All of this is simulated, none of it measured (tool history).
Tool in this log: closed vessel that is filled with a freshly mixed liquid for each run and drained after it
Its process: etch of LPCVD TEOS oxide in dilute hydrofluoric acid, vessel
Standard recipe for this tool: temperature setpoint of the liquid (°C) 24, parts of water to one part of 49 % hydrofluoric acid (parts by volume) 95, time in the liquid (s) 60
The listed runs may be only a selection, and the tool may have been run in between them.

run	hour	temperature setpoint of the liquid (°C)	parts of water to one part of 49 % hydrofluoric acid (parts by volume)	time in the liquid (s)	wafers since the last listed run	hours since the thermometer was replaced	hours since the hydrofluoric acid flow meter was replaced	hours since the gauge calibration	read-back film thickness of the LPCVD TEOS oxide reference wafer, read on the same gauge (nm)	thickness taken off the LPCVD TEOS oxide on a monitor wafer (nm)
1	0	24	95	60	0	264.5	1725.2	313.1	100	14.01
2	21.6	24	95	60	2137	286.1	1746.8	334.7	99.99	13.87
3	43.9	24	95	60	2206	308.4	1769.1	357	100	14
4	72.1	24	95	60	2790	336.6	1797.3	385.2	100	14
5	95.2	24	95	60	2286	359.7	1820.4	408.3	99.97	13.98
6	107.5	24	95	60	1217	372	1832.7	420.6	100.01	13.91
7	121	24	95	60	1336	385.5	1846.2	434.1	99.99	14
8	205.9	24	95	60	8402	470.4	1931.1	519	100	14.02
9	234.9	24	95	60	2870	499.4	1960.1	548	100	14.06
10	248.1	24	95	60	1306	512.6	1973.3	561.2	100	14.08
11	260.8	24	95	60	1256	525.3	1986	573.9	100	14.09
12	287.6	24	95	60	2652	552.1	2012.8	600.7	99.99	14.01
13	315.5	24	95	60	2761	580	2040.7	628.6	100.02	14.16
14	334	28	50	60	1830	598.5	2059.2	647.1	100	33.35
15	366.8	27.5	125	75	3246	631.3	2092	679.9	100	14.84
# hour 375.7: hydrofluoric acid flow meter replaced
# hour 400.7: thermometer replaced
16	402.4	20.5	80	80	3325	1.7	26.7	715.5	100	19.25
17	426.2	24	95	60	2355	25.5	50.5	739.3	100	13.72
18	459.6	20.5	60	40	3305	58.9	83.9	772.7	99.98	13.21
19	487.5	27	95	30	2761	86.8	111.8	800.6	100	7.73
20	518	24	95	60	3018	117.3	142.3	831.1	100	13.85
# hour 522.8: gauge calibrated
21	578.4	24	135	60	5977	177.7	202.7	55.6	100	9.35
22	595.3	28.5	95	75	1672	194.6	219.6	72.5	100	20.78
23	619.7	24	75	60	2414	219	244	96.9	100.01	18.03
24	649.3	24	95	60	2929	248.6	273.6	126.5	99.99	13.92
25	676.9	25.5	60	90	2731	276.2	301.2	154.1	99.99	36.82
26	697.9	22.5	145	95	2078	297.2	322.2	175.1	100	12.84
27	718.1	24	120	60	1999	317.4	342.4	195.3	100	10.73

What if the next run were any one of these 5? Each begins from the tool's condition after run 27:
A	718.8	26	95	60	69	318.1	343.1	196	?	?
B	718.8	24	95	95	69	318.1	343.1	196	?	?
C	718.8	21.5	70	30	69	318.1	343.1	196	?	?
D	718.8	25.5	130	70	69	318.1	343.1	196	?	?
E	718.8	22.5	95	35	69	318.1	343.1	196	?	?

run	read-back film thickness of the LPCVD TEOS oxide reference wafer, read on the same gauge (nm)	thickness taken off the LPCVD TEOS oxide on a monitor wafer (nm)
A	99.98	15.09
B	99.98	22.09
C	99.98	8.83
D	99.98	12.08
E	99.98	7.67
The same runs, with their run-to-run variation unchanged, on a tool lacking any hidden condition would have given:
run	thickness taken off the LPCVD TEOS oxide on a monitor wafer (nm)
A	14.88
B	21.78
C	8.7
D	11.91
E	7.56
